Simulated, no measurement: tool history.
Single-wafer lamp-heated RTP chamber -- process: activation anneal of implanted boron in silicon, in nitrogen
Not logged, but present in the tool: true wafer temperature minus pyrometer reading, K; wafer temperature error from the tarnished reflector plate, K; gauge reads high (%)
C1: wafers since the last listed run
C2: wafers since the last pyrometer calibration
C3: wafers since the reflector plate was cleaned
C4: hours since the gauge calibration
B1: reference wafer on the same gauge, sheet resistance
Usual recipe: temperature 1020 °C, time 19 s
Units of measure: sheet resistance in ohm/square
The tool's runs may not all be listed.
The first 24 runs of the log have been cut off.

{"run": 25, "hour": 393.2, "temperature": 1009, "time": 25, "C1": 265, "C2": 1397, "C3": 953, "C4": 402.5, "B1": 102.97, "sheet resistance": 121.5}
{"run": 26, "hour": 401.0, "temperature": 1004, "time": 10, "C1": 177, "C2": 1574, "C3": 1130, "C4": 410.3, "B1": 103.03, "sheet resistance": 123.29}
{"run": 27, "hour": 407.4, "temperature": 1029, "time": 8, "C1": 145, "C2": 1719, "C3": 1275, "C4": 416.7, "B1": 102.97, "sheet resistance": 120.53}
{"hour": 410.7, "done": "gauge calibrated"}
{"hour": 432.7, "done": "pyrometer window cleaned and pyrometer calibrated"}
{"run": 28, "hour": 433.7, "temperature": 1005, "time": 26, "C1": 415, "C2": 22, "C3": 1691, "C4": 23.0, "B1": 102.98, "sheet resistance": 122.96}
{"run": 29, "hour": 450.9, "temperature": 996, "time": 8, "C1": 390, "C2": 413, "C3": 2082, "C4": 40.2, "B1": 102.92, "sheet resistance": 128.26}
{"run": 30, "hour": 464.5, "temperature": 1048, "time": 19, "C1": 309, "C2": 722, "C3": 2392, "C4": 53.8, "B1": 102.98, "sheet resistance": 119.49}
{"run": 31, "hour": 482.1, "temperature": 991, "time": 9, "C1": 400, "C2": 1122, "C3": 2792, "C4": 71.4, "B1": 103.06, "sheet resistance": 128.48}
{"run": 32, "hour": 491.4, "temperature": 1020, "time": 19, "C1": 211, "C2": 1334, "C3": 3003, "C4": 80.7, "B1": 102.94, "sheet resistance": 120.69}
{"run": 33, "hour": 506.7, "temperature": 994, "time": 29, "C1": 347, "C2": 1682, "C3": 3351, "C4": 96.0, "B1": 103.0, "sheet resistance": 123.16}
{"run": 34, "hour": 522.8, "temperature": 1047, "time": 19, "C1": 365, "C2": 2047, "C3": 3717, "C4": 112.1, "B1": 103.0, "sheet resistance": 119.35}
{"run": 35, "hour": 531.2, "temperature": 1001, "time": 26, "C1": 190, "C2": 2238, "C3": 3908, "C4": 120.5, "B1": 102.99, "sheet resistance": 122.1}
{"run": 36, "hour": 544.6, "temperature": 1020, "time": 22, "C1": 304, "C2": 2543, "C3": 4212, "C4": 133.9, "B1": 102.97, "sheet resistance": 120.01}

Forecast each of these 5 alternatives for the next run:
{"run": "A", "hour": 545.0, "temperature": 1020, "time": 27, "C1": 9, "C2": 2552, "C3": 4221, "C4": 134.3, "B1": "?", "sheet resistance": "?"}
{"run": "B", "hour": 545.0, "temperature": 1020, "time": 25, "C1": 9, "C2": 2552, "C3": 4221, "C4": 134.3, "B1": "?", "sheet resistance": "?"}
{"run": "C", "hour": 545.0, "temperature": 1041, "time": 14, "C1": 9, "C2": 2552, "C3": 4221, "C4": 134.3, "B1": "?", "sheet resistance": "?"}
{"run": "D", "hour": 545.0, "temperature": 1038, "time": 15, "C1": 9, "C2": 2552, "C3": 4221, "C4": 134.3, "B1": "?", "sheet resistance": "?"}
{"run": "E", "hour": 545.0, "temperature": 999, "time": 24, "C1": 9, "C2": 2552, "C3": 4221, "C4": 134.3, "B1": "?", "sheet resistance": "?"}

run=A B1=102.98 sheet_resistance=120.07
run=B B1=102.98 sheet_resistance=120.16
run=C B1=102.98 sheet_resistance=119.93
run=D B1=102.98 sheet_resistance=119.95
run=E B1=102.98 sheet_resistance=122.24
What these runs would have given with no unlogged condition in the tool:
run=A sheet_resistance=121.18
run=B sheet_resistance=121.28
run=C sheet_resistance=120.34
run=D sheet_resistance=120.43
run=E sheet_resistance=125.27

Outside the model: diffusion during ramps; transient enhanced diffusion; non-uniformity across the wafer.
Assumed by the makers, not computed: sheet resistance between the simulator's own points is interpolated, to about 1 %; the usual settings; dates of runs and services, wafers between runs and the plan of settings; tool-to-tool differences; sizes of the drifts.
